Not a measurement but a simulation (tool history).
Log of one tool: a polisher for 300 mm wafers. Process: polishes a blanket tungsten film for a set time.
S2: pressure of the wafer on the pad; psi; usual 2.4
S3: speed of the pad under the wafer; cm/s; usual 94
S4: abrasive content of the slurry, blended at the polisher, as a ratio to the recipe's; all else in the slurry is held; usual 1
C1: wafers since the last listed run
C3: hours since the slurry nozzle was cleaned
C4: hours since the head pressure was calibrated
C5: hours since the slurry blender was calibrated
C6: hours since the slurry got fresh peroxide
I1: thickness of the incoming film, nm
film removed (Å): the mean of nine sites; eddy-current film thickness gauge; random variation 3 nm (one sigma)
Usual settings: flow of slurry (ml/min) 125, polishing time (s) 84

Run 1, day 0: usual settings but polishing time (s) 93; C1 0; wafers polished on this pad 403; C3 15.5; C4 158.9; C5 111.7; C6 242.2; I1 975.8. Result: film removed (Å) 2225.
Run 2, day 1.908: usual settings but polishing time (s) 93; C1 310; wafers polished on this pad 714; C3 61.3; C4 204.7; C5 157.5; C6 288; I1 973.9. Result: film removed (Å) 2114.
At day 3.875: slurry tank refilled with fresh slurry and peroxide.
Run 3, day 4.421: usual settings but polishing time (s) 93; C1 402; wafers polished on this pad 1116; C3 121.6; C4 265; C5 217.8; C6 13.1; I1 983.5. Result: film removed (Å) 2095.
Run 4, day 7.15: usual settings; C1 444; wafers polished on this pad 1561; C3 187.1; C4 330.5; C5 283.3; C6 78.6; I1 975.8. Result: film removed (Å) 1775.
At day 7.808: head pressure recalibrated.
Run 5, day 8.646: usual settings; C1 230; wafers polished on this pad 1791; C3 223; C4 20.1; C5 319.2; C6 114.5; I1 953.1. Result: film removed (Å) 1883.
Run 6, day 11.617: usual settings but S3 118 cm/s; C1 483; wafers polished on this pad 2275; C3 294.3; C4 91.4; C5 390.5; C6 185.8; I1 972.3. Result: film removed (Å) 2310.
Run 7, day 13.679: usual settings; C1 335; wafers polished on this pad 2611; C3 343.8; C4 140.9; C5 440; C6 235.3; I1 969.1. Result: film removed (Å) 1812.
At day 13.971: worn pad replaced by a new one.
Run 8, day 15.625: usual settings but S4 0.9; C1 289; wafers polished on this pad 269; C3 390.5; C4 187.6; C5 486.7; C6 282; I1 967.3. Result: film removed (Å) 1958.
At day 17.146: slurry blender recalibrated.
Run 9, day 17.604: usual settings but flow of slurry (ml/min) 145, S2 1.9 psi, polishing time (s) 109; C1 308; wafers polished on this pad 578; C3 438; C4 235.1; C5 11; C6 329.5; I1 952.7. Result: film removed (Å) 2089.
At day 18.458: slurry tank refilled with fresh slurry and peroxide.
Run 10, day 18.783: usual settings but flow of slurry (ml/min) 155, S3 108 cm/s; C1 185; wafers polished on this pad 763; C3 466.3; C4 263.4; C5 39.3; C6 7.8; I1 961.3. Result: film removed (Å) 2259.
Run 11, day 20.833: usual settings but S3 72 cm/s; C1 333; wafers polished on this pad 1097; C3 515.5; C4 312.6; C5 88.5; C6 57; I1 983. Result: film removed (Å) 1443.
Run 12, day 22.304: usual settings; C1 239; wafers polished on this pad 1337; C3 550.8; C4 347.9; C5 123.8; C6 92.3; I1 969.6. Result: film removed (Å) 1822.
At day 23.654: head pressure recalibrated.
Run 13, day 24.358: usual settings but flow of slurry (ml/min) 110, S2 1.9 psi, S4 0.75; C1 321; wafers polished on this pad 1658; C3 600.1; C4 16.9; C5 173.1; C6 141.6; I1 954.1. Result: film removed (Å) 1390.
Run 14, day 25.542: usual settings; C1 192; wafers polished on this pad 1850; C3 628.5; C4 45.3; C5 201.5; C6 170; I1 975.3. Result: film removed (Å) 1899.
Run 15, day 27.738: usual settings; C1 357; wafers polished on this pad 2208; C3 681.2; C4 98; C5 254.2; C6 222.7; I1 964.8. Result: film removed (Å) 1902.
At day 28.038: worn pad replaced by a new one.
Run 16, day 30.592: usual settings but S2 1.6 psi; C1 437; wafers polished on this pad 416; C3 749.7; C4 166.5; C5 322.7; C6 291.2; I1 975. Result: film removed (Å) 1299.
Run 17, day 31.754: usual settings but flow of slurry (ml/min) 135, S2 2.1 psi, S4 1.2, polishing time (s) 101; C1 189; wafers polished on this pad 605; C3 777.6; C4 194.4; C5 350.6; C6 319.1; I1 976.4. Result: film removed (Å) 2200.
Run 18, day 33.954: usual settings but flow of slurry (ml/min) 150, S2 1.8 psi, S4 1.1; C1 358; wafers polished on this pad 963; C3 830.4; C4 247.2; C5 403.4; C6 371.9; I1 977.1. Result: film removed (Å) 1478.
At day 34.321: slurry tank refilled with fresh slurry and peroxide.
Run 19, day 35.158: usual settings but flow of slurry (ml/min) 105, S2 1.8 psi, S4 1.2; C1 189; wafers polished on this pad 1153; C3 859.3; C4 276.1; C5 432.3; C6 20.1; I1 952.9. Result: film removed (Å) 1388.
Run 20, day 36.188: usual settings but flow of slurry (ml/min) 155, S2 2.9 psi; C1 167; wafers polished on this pad 1320; C3 884; C4 300.8; C5 457; C6 44.8; I1 965.9. Result: film removed (Å) 2365.
At day 36.438: slurry blender recalibrated.
At day 37: slurry nozzle cleaned.
Run 21, day 38.2: usual settings but S4 0.75; C1 307; wafers polished on this pad 1628; C3 28.8; C4 349.1; C5 42.3; C6 93.1; I1 958.6. Result: film removed (Å) 1713.
At day 39.062: head pressure recalibrated.
Run 22, day 39.229: usual settings but S4 1.2; C1 154; wafers polished on this pad 1782; C3 53.5; C4 4; C5 67; C6 117.8; I1 976.1. Result: film removed (Å) 1937.
Run 23, day 40.538: usual settings but flow of slurry (ml/min) 85, S2 2.1 psi; C1 213; wafers polished on this pad 1995; C3 84.9; C4 35.4; C5 98.4; C6 149.2; I1 969.6. Result: film removed (Å) 1521.
Run 24, day 43.35: usual settings but flow of slurry (ml/min) 110, S4 1.2; C1 458; wafers polished on this pad 2453; C3 152.4; C4 102.9; C5 165.9; C6 216.7; I1 955.5. Result: film removed (Å) 1865.
At day 45.892: worn pad replaced by a new one.
Run 25, day 46.792: usual settings; C1 533; wafers polished on this pad 146; C3 235; C4 185.5; C5 248.5; C6 299.3; I1 962.5. Result: film removed (Å) 1942.
Run 26, day 49.783: usual settings but flow of slurry (ml/min) 170, polishing time (s) 59; C1 487; wafers polished on this pad 633; C3 306.8; C4 257.3; C5 320.3; C6 371.1; I1 965.3. Result: film removed (Å) 1408.
At day 51.812: slurry tank refilled with fresh slurry and peroxide.
Run 27, day 52.233: usual settings but flow of slurry (ml/min) 90; C1 392; wafers polished on this pad 1025; C3 365.6; C4 316.1; C5 379.1; C6 10.1; I1 975.2. Result: film removed (Å) 1704.

The tool's hidden state at each run:
slurry flow missing at the pad, %: 0 in every run
abrasive missing from the slurry, %: 0 in every run
peroxide lost from the slurry, %: 0 in every run
H1: removal rate lost through wear of the pad, %
H2: deviation of the head's pressure from its setpoint, %
run    H1        H2
  1  2.52     -1.43
  2  3.54      -2.4
  3  4.89     -4.04
  4  6.35      -6.3
  5  7.15     -0.21
  6  8.75    -0.671
  7  9.86     -1.34
  8  1.11     -2.23
  9  2.17     -3.39
 10  2.81     -4.21
 11  3.91     -5.85
 12   4.7      -7.2
 13   5.8     0.101
 14  6.43  -0.00121
 15  7.61    -0.438
 16  2.35     -1.49
 17  2.98     -2.07
 18  4.16     -3.42
 19   4.8      -4.3
 20  5.36     -5.12
 21  6.44     -6.94
 22  6.99      0.12
 23  7.69    0.0482
 24   9.2    -0.492
 25  1.43     -1.87
 26  3.04     -3.71
 27  4.35     -5.66

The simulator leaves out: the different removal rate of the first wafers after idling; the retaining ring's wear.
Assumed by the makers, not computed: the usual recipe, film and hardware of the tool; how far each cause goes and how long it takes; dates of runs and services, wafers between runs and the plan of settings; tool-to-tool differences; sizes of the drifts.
